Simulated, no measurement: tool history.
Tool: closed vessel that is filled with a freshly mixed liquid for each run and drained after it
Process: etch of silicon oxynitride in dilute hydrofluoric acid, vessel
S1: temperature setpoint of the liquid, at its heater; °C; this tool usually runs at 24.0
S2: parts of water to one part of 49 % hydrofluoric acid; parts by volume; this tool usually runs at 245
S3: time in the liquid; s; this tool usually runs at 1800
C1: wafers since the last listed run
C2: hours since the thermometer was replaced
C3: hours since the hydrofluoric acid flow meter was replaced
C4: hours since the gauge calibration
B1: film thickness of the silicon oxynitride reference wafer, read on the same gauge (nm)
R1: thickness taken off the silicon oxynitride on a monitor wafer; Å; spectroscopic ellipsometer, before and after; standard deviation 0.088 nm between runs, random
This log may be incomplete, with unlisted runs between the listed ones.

run    hour    S1   S2    S3    C1      C2      C3      C4     B1     R1
  1     0.0  24.0  245  1800     0   723.5   670.0   457.8  79.96  121.5
  2    48.4  24.0  245  1800  1401   771.9   718.4   506.2  79.99  118.4
  3    73.6  23.0  245  1800   729   797.1   743.6   531.4  80.00  113.0
  4   197.5  23.0  245  1800  3588   921.0   867.5   655.3  79.93  114.2
  5   254.1  24.0  245  1190  1639   977.6   924.1   711.9  79.97   78.0
  6   318.2  24.0  245  1190  1856  1041.7   988.2   776.0  79.99   77.8
  7   387.9  24.0  245  1190  2018  1111.4  1057.9   845.7  80.03   77.5
  8   452.3  25.0  245  1160  1865  1175.8  1122.3   910.1  80.01   78.4
  9   489.6  24.0  245  1800  1080  1213.1  1159.6   947.4  80.01  118.0
      527.0  -- hydrofluoric acid flow meter replaced
 10   544.0  24.0  245  1800  1546  1267.5    17.0  1001.8  80.00  125.0
 11   615.3  26.0  245  1800  2065  1338.8    88.3  1073.1  80.04  138.2
 12   644.4  26.0  245  1800   842  1367.9   117.4  1102.2  79.99  135.0
 13   697.6  26.0  245  1800  1541  1421.1   170.6  1155.4  80.02  136.7
      740.1  -- gauge calibrated
 14   781.4  24.0  245  1800  2427  1504.9   254.4    41.3  80.00  125.3
 15   825.4  22.5  305  1800  1274  1548.9   298.4    85.3  80.03   91.2
 16   865.8  28.0  310  1480  1170  1589.3   338.8   125.7  79.98   91.6
 17   903.1  26.0  150  1370  1080  1626.6   376.1   163.0  80.02  183.6
 18   971.2  20.0  140   960  1972  1694.7   444.2   231.1  79.98  105.9
 19  1042.5  24.0  245  1800  2065  1766.0   515.5   302.4  80.00  125.6
 20  1069.4  24.0  245  1800   779  1792.9   542.4   329.3  79.98  123.1
     1074.8  -- thermometer replaced
 21  1103.0  24.0  205  1800   944    28.2   576.0   362.9  80.04  140.0
 22  1169.7  27.0  280  2195  1932    94.9   642.7   429.6  80.01  134.1
 23  1219.7  19.0  315  2455  1448   144.9   692.7   479.6  79.99   92.4
 24  1288.5  19.5  195  2215  1992   213.7   761.5   548.4  80.03  148.7
 25  1355.4  19.0  160  1385  1937   280.6   828.4   615.3  80.04  113.6
 26  1408.9  28.0  310  1800  1549   334.1   881.9   668.8  80.00  101.2
 27  1473.9  24.0  245  1800  1882   399.1   946.9   733.8  80.06  113.0

For some of the steps in R1 from one run to the next: how much would appear even if the tool had no hidden state, given the settings, what came in and random variation, and how much remains for the hidden state plus any gauge scatter that the measured result and the result without hidden state don't share?
What the log doesn't record here: liquid hotter than its thermometer reads (K); hydrofluoric acid flow below the setpoint (%); gauge reads high (%).
Run 9 -> 10: hydrofluoric acid flow meter replaced. R1 +7.0 Å: hidden state +8.2, all else -1.2.
Run 16 -> 17: S1 28.0 -> 26.0, S2 310 -> 150, S3 1480 -> 1370. R1 +92.0 Å: hidden state +5.6, all else +86.4.
Run 17 -> 18: S1 26.0 -> 20.0, S2 150 -> 140, S3 1370 -> 960. R1 -77.7 Å: hidden state -3.2, all else -74.5.
Run 20 -> 21: S2 245 -> 205, thermometer replaced. R1 +16.9 Å: hidden state -10.9, all else +27.8.

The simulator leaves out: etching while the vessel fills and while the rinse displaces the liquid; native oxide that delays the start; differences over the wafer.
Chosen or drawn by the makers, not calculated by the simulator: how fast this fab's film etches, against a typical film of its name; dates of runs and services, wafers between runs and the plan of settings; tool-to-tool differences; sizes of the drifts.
